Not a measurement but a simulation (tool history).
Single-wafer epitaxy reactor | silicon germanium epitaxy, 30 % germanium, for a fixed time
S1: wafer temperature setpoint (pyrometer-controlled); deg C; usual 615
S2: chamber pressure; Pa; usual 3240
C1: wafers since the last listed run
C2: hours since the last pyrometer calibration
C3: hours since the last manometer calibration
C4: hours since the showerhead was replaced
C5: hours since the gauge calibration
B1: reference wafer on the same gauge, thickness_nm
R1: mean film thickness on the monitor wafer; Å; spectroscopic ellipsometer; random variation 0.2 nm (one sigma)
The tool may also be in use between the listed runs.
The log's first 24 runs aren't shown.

run	hour	S1	S2	C1	C2	C3	C4	C5	B1	R1
25	1913.5	615	3240	893	536.1	2753.7	686.5	2449.1	81.294	844.11
# hour 1955.4: capacitance manometer re-zeroed and calibrated
26	2011.1	605	3240	2002	633.7	55.7	784.1	2546.7	81.279	718.85
27	2071.8	607	2786	1356	694.4	116.4	844.8	2607.4	81.276	697.27
# hour 2085.6: gauge calibrated
28	2137.8	615	3240	1474	760.4	182.4	910.8	52.2	81.261	842.21
29	2195.3	601	2480	1284	817.9	239.9	968.3	109.7	81.268	607.68
30	2287.8	615	3240	2066	910.4	332.4	1060.8	202.2	81.276	841.26
31	2346.5	625	3866	1311	969.1	391.1	1119.5	260.9	81.279	1056.52
# hour 2399.9: pyrometer calibrated
32	2439.3	629	3973	1894	39.4	483.9	1212.3	353.7	81.29	1131.7
33	2687.7	610	3240	5550	287.8	732.3	1460.7	602.1	81.26	778.43
34	2757.8	627	2453	1566	357.9	802.4	1530.8	672.2	81.303	905.91
35	2823.1	609	3586	1459	423.2	867.7	1596.1	737.5	81.344	795.93
36	2927.2	615	3920	2326	527.3	971.8	1700.2	841.6	81.33	904.43

Forecast each of these 3 alternatives for the next run:
A	2927.6	615	3866	8	527.7	972.2	1700.6	842	?	?
B	2927.6	624	3893	8	527.7	972.2	1700.6	842	?	?
C	2927.6	611	3680	8	527.7	972.2	1700.6	842	?	?

run	B1	R1
A	81.319	900.97
B	81.319	1037.78
C	81.319	829.71
Without the tool's hidden state the same runs would have given:
run	R1
A	900.97
B	1037.78
C	829.71
